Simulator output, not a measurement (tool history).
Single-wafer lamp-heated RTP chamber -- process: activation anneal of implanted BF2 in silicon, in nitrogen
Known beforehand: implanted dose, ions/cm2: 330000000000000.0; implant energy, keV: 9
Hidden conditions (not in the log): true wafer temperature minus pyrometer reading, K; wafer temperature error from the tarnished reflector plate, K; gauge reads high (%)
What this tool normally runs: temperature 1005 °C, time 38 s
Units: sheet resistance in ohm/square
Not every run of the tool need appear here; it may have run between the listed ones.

run    hour  temperature  time  wafers since the last listed run  wafers since the last pyrometer calibration  wafers since the reflector plate was cleaned  hours since the gauge calibration  read-back reference wafer on the same gauge, sheet resistance  sheet resistance
  1       0         1005    38                                 0                                         1557                                          3792                              105.7                                                         335.26            373.18
  2    38.5         1005    38                               825                                         2383                                          4618                              144.2                                                         334.82            371.81
  3    75.5         1005    38                               793                                         3177                                          5411                              181.2                                                         335.14            370.62
  4   137.3         1005    38                              1325                                         4502                                          6737                                243                                                         334.83            368.45
  5   192.6         1005    38                              1186                                         5689                                          7923                              298.3                                                         334.99            364.53
      225.5  -- pyrometer window cleaned and pyrometer calibrated
  6   236.2          985    38                               763                                          229                                          8687                              341.9                                                          334.9            396.23
  7   280.8          985    38                               956                                         1186                                          9644                              386.5                                                         334.97            394.01
  8   319.7         1005    38                               834                                         2021                                         10478                              425.4                                                         334.96            373.38
  9   344.8         1005    38                               538                                         2559                                         11017                              450.5                                                         335.09            372.54
 10   381.7         1005    38                               791                                         3351                                         11808                              487.4                                                         335.26            370.12
 11     438         1005    38                              1207                                         4559                                         13016                              543.7                                                         334.96            368.93
        513  -- pyrometer window cleaned and pyrometer calibrated
 12   513.5         1005    38                              1448                                           10                                         14464                              619.2                                                         335.13            374.64
      573.1  -- reflector plate cleaned
 13   573.6         1005    38                              1117                                         1128                                             9                              679.3                                                         335.19            375.09
 14   628.5         1005    38                              1177                                         2306                                          1187                              734.2                                                         335.12            372.54
 15     668         1005    26                               847                                         3153                                          2034                              773.7                                                         334.89            381.86
 16   702.6         1018    51                               742                                         3895                                          2777                              808.3                                                         335.07            354.33
 17   761.8         1014    60                              1269                                         5165                                          4047                              867.5                                                         334.91               346
      787.9  -- pyrometer window cleaned and pyrometer calibrated
 18   807.1         1005    38                               800                                          410                                          4847                              912.8                                                         334.95            374.43
 19   875.9          982    28                              1475                                         1886                                          6323                              981.6                                                         334.92            406.75
 20   903.5         1019    56                               592                                         2478                                          6915                             1009.2                                                          335.1            350.87
      918.7  -- gauge calibrated
 21   957.7          988    57                              1162                                         3641                                          8077                                 39                                                         335.08            375.92
 22  1008.3         1005    38                              1085                                         4726                                          9163                               89.6                                                         334.97            366.82

What does the tool deliver on the next run?
 23  1075.3         1013    23                              1437                                         6164                                         10600                              156.6                                                              ?                 ?

{"run 23": {"read-back reference wafer on the same gauge, sheet resistance": 334.98, "sheet resistance": 369.63}}
On a tool with no hidden condition, and with the same random variation, this run would have come out at sheet resistance 380.96 ohm/square.
